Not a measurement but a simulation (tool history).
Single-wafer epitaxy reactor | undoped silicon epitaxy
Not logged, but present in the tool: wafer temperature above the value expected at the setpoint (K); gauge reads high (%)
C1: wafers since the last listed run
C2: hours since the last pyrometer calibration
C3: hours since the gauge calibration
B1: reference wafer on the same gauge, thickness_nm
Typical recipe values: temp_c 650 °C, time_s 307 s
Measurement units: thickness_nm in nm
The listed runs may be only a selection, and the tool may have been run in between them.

{"run": 1, "hour": 0.0, "temp_c": 650, "time_s": 282, "C1": 0, "C2": 1543.3, "C3": 504.8, "B1": 49.426, "thickness_nm": 50.852}
{"run": 2, "hour": 57.8, "temp_c": 650, "time_s": 336, "C1": 270, "C2": 1601.1, "C3": 562.6, "B1": 49.42, "thickness_nm": 60.521}
{"hour": 94.0, "done": "gauge calibrated"}
{"run": 3, "hour": 127.5, "temp_c": 650, "time_s": 336, "C1": 326, "C2": 1670.8, "C3": 33.5, "B1": 49.383, "thickness_nm": 60.138}
{"run": 4, "hour": 177.5, "temp_c": 650, "time_s": 307, "C1": 234, "C2": 1720.8, "C3": 83.5, "B1": 49.414, "thickness_nm": 55.534}
{"run": 5, "hour": 214.8, "temp_c": 650, "time_s": 287, "C1": 174, "C2": 1758.1, "C3": 120.8, "B1": 49.4, "thickness_nm": 51.959}
{"run": 6, "hour": 278.8, "temp_c": 650, "time_s": 287, "C1": 299, "C2": 1822.1, "C3": 184.8, "B1": 49.456, "thickness_nm": 51.619}
{"run": 7, "hour": 308.0, "temp_c": 650, "time_s": 287, "C1": 136, "C2": 1851.3, "C3": 214.0, "B1": 49.37, "thickness_nm": 51.786}
{"run": 8, "hour": 348.1, "temp_c": 645, "time_s": 307, "C1": 187, "C2": 1891.4, "C3": 254.1, "B1": 49.388, "thickness_nm": 50.23}

Estimate the outcome of run 9 from the log above:
{"run": 9, "hour": 403.8, "temp_c": 659, "time_s": 280, "C1": 260, "C2": 1947.1, "C3": 309.8, "B1": "?", "thickness_nm": "?"}

For run 9 the tool returned B1 49.408, thickness_nm 59.807 nm.
With the hidden condition absent and the run-to-run variation left alone, this run would have shown thickness_nm 56.302 nm.

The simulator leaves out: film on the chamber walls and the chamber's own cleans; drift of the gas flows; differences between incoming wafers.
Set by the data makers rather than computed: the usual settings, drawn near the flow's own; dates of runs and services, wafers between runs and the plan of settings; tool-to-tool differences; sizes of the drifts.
